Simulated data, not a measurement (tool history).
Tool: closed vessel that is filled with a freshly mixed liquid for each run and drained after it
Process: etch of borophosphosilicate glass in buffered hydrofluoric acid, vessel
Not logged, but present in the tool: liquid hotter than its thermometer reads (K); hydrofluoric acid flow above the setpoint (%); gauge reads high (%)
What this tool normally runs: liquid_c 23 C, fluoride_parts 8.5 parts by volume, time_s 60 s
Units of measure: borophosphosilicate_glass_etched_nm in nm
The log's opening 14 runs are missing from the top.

| run | day | liquid_c | fluoride_parts | time_s | wafers since the last listed run | hours since the thermometer was replaced | hours since the hydrofluoric acid flow meter was replaced | hours since the gauge calibration | read-back film thickness of the borophosphosilicate glass reference wafer, read on the same gauge (nm) | borophosphosilicate_glass_etched_nm |
|---|---|---|---|---|---|---|---|---|---|---|
|  | 32.45 | thermometer replaced |
| 15 | 32.717 | 27 | 8.5 | 90 | 6063 | 6.4 | 1170.8 | 413.5 | 139.99 | 190.33 |
| 16 | 34.879 | 23 | 7.5 | 75 | 4819 | 58.3 | 1222.7 | 465.4 | 140.04 | 145.81 |
| 17 | 36.604 | 23 | 6 | 60 | 3844 | 99.7 | 1264.1 | 506.8 | 140.05 | 145.49 |
| 18 | 45.558 | 19.5 | 5.5 | 80 | 19955 | 314.6 | 1479 | 721.7 | 139.99 | 173.23 |
| 19 | 47.65 | 24.5 | 7.5 | 30 | 4661 | 364.8 | 1529.2 | 771.9 | 140 | 63.93 |
|  | 48.1 | hydrofluoric acid flow meter replaced |
| 20 | 49.329 | 21.5 | 5.5 | 60 | 3649 | 405.1 | 29.5 | 812.2 | 140.01 | 145.31 |
| 21 | 51.583 | 23 | 10 | 45 | 5023 | 459.2 | 83.6 | 866.3 | 140 | 68.38 |
| 22 | 53.608 | 19.5 | 7 | 80 | 4512 | 507.8 | 132.2 | 914.9 | 139.95 | 141.21 |
| 23 | 56.5 | 23 | 8.5 | 35 | 6444 | 577.2 | 201.6 | 984.3 | 139.98 | 60.43 |
| 24 | 59.167 | 23 | 8.5 | 60 | 5942 | 641.2 | 265.6 | 1048.3 | 140.02 | 103.83 |
| 25 | 61.458 | 23 | 8.5 | 60 | 5107 | 696.2 | 320.6 | 1103.3 | 140 | 104.17 |
| 26 | 63.871 | 23 | 8.5 | 60 | 5376 | 754.1 | 378.5 | 1161.2 | 140 | 104.25 |
| 27 | 66.312 | 23 | 12 | 60 | 5441 | 812.7 | 437.1 | 1219.8 | 139.95 | 76.4 |
| 28 | 68.958 | 23 | 6 | 75 | 5896 | 876.2 | 500.6 | 1283.3 | 139.98 | 185.31 |
| 29 | 71.296 | 23 | 8.5 | 45 | 5209 | 932.3 | 556.7 | 1339.4 | 139.96 | 78.34 |
| 30 | 73.033 | 21 | 11.5 | 90 | 3872 | 974 | 598.4 | 1381.1 | 140.01 | 107.56 |

5 options for the next run, each taken on its own from the tool as it stands now. Forecast them:
| A | 73.062 | 19 | 8.5 | 60 | 65 | 974.7 | 599.1 | 1381.8 | ? | ? |
| B | 73.062 | 23 | 8.5 | 75 | 65 | 974.7 | 599.1 | 1381.8 | ? | ? |
| C | 73.062 | 23 | 5.5 | 85 | 65 | 974.7 | 599.1 | 1381.8 | ? | ? |
| D | 73.062 | 25 | 7.5 | 80 | 65 | 974.7 | 599.1 | 1381.8 | ? | ? |
| E | 73.062 | 25.5 | 10.5 | 50 | 65 | 974.7 | 599.1 | 1381.8 | ? | ? |

| run | read-back film thickness of the borophosphosilicate glass reference wafer, read on the same gauge (nm) | borophosphosilicate_glass_etched_nm |
|---|---|---|
| A | 140 | 84.24 |
| B | 140 | 131.05 |
| C | 140 | 227.11 |
| D | 140 | 178.46 |
| E | 140 | 83.65 |
Had the tool no hidden state, the same runs would have come out as:
| run | borophosphosilicate_glass_etched_nm |
|---|---|
| A | 82.21 |
| B | 127.97 |
| C | 221.79 |
| D | 174.32 |
| E | 81.71 |
